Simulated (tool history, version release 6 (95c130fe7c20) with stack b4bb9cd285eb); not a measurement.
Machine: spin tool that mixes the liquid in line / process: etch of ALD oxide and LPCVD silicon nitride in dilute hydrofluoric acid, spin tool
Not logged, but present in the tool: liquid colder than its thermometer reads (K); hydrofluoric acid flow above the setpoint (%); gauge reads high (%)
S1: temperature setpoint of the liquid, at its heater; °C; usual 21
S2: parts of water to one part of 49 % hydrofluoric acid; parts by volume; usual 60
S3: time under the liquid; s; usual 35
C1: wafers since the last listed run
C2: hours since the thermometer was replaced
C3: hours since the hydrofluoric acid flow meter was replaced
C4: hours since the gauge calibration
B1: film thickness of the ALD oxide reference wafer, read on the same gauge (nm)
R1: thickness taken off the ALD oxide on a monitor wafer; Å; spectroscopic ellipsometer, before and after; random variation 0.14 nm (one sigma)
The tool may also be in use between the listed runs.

run 1 hour=0 | S1=21 S2=60 S3=30 | C1=0 C2=1383.8 C3=1138.6 C4=787.7 | B1=90 | R1=143.1
run 2 hour=56.8 | S1=21 S2=60 S3=30 | C1=653 C2=1440.6 C3=1195.4 C4=844.5 | B1=89.99 | R1=143.1
run 3 hour=205 | S1=21 S2=60 S3=30 | C1=1704 C2=1588.8 C3=1343.6 C4=992.7 | B1=90 | R1=143.9
run 4 hour=247.1 | S1=23 S2=60 S3=35 | C1=484 C2=1630.9 C3=1385.7 C4=1034.8 | B1=90.01 | R1=180.2
run 5 hour=369.6 | S1=21 S2=60 S3=35 | C1=1408 C2=1753.4 C3=1508.2 C4=1157.3 | B1=90 | R1=166.5
run 6 hour=425.5 | S1=21 S2=60 S3=35 | C1=642 C2=1809.3 C3=1564.1 C4=1213.2 | B1=90 | R1=164.1
run 7 hour=482.7 | S1=21 S2=60 S3=35 | C1=657 C2=1866.5 C3=1621.3 C4=1270.4 | B1=89.99 | R1=162
-- hour=506.4 gauge calibrated
run 8 hour=546.5 | S1=21 S2=60 S3=35 | C1=733 C2=1930.3 C3=1685.1 C4=40.1 | B1=89.98 | R1=162.7
run 9 hour=582.5 | S1=21 S2=60 S3=35 | C1=414 C2=1966.3 C3=1721.1 C4=76.1 | B1=90.02 | R1=163.1
-- hour=620.3 hydrofluoric acid flow meter replaced
run 10 hour=649.1 | S1=21 S2=60 S3=45 | C1=754 C2=2032.9 C3=28.8 C4=142.7 | B1=90 | R1=207.1
run 11 hour=676.8 | S1=21 S2=60 S3=35 | C1=318 C2=2060.6 C3=56.5 C4=170.4 | B1=90 | R1=163.4
-- hour=828.2 thermometer replaced
run 12 hour=879.5 | S1=17 S2=85 S3=35 | C1=2319 C2=51.3 C3=259.2 C4=373.1 | B1=90.02 | R1=103
run 13 hour=923.4 | S1=23 S2=75 S3=35 | C1=504 C2=95.2 C3=303.1 C4=417 | B1=89.99 | R1=154.9
run 14 hour=976.4 | S1=24.5 S2=80 S3=20 | C1=609 C2=148.2 C3=356.1 C4=470 | B1=90 | R1=87
run 15 hour=1041.8 | S1=25.5 S2=70 S3=50 | C1=752 C2=213.6 C3=421.5 C4=535.4 | B1=89.98 | R1=261.2
run 16 hour=1110.1 | S1=26 S2=35 S3=40 | C1=785 C2=281.9 C3=489.8 C4=603.7 | B1=90 | R1=443.6
run 17 hour=1164.2 | S1=21 S2=60 S3=35 | C1=622 C2=336 C3=543.9 C4=657.8 | B1=89.99 | R1=177.5
run 18 hour=1230.8 | S1=19.5 S2=60 S3=35 | C1=765 C2=402.6 C3=610.5 C4=724.4 | B1=89.98 | R1=165.7
run 19 hour=1277.7 | S1=23 S2=40 S3=20 | C1=539 C2=449.5 C3=657.4 C4=771.3 | B1=90 | R1=169.3

Predict each of these 3 candidate next runs independently; none follows another, all start after run 19:
run A hour=1278.1 | S1=21 S2=60 S3=35 | C1=4 C2=449.9 C3=657.8 C4=771.7 | B1=? | R1=?
run B hour=1278.1 | S1=21 S2=85 S3=35 | C1=4 C2=449.9 C3=657.8 C4=771.7 | B1=? | R1=?
run C hour=1278.1 | S1=25.5 S2=30 S3=30 | C1=4 C2=449.9 C3=657.8 C4=771.7 | B1=? | R1=?

run=A B1=89.99 R1=179.8
run=B B1=89.99 R1=123.2
run=C B1=89.99 R1=386.6
Stripped of hidden state, with their random variation kept, the same runs would have yielded:
run=A R1=186.3
run=B R1=127.6
run=C R1=400.5
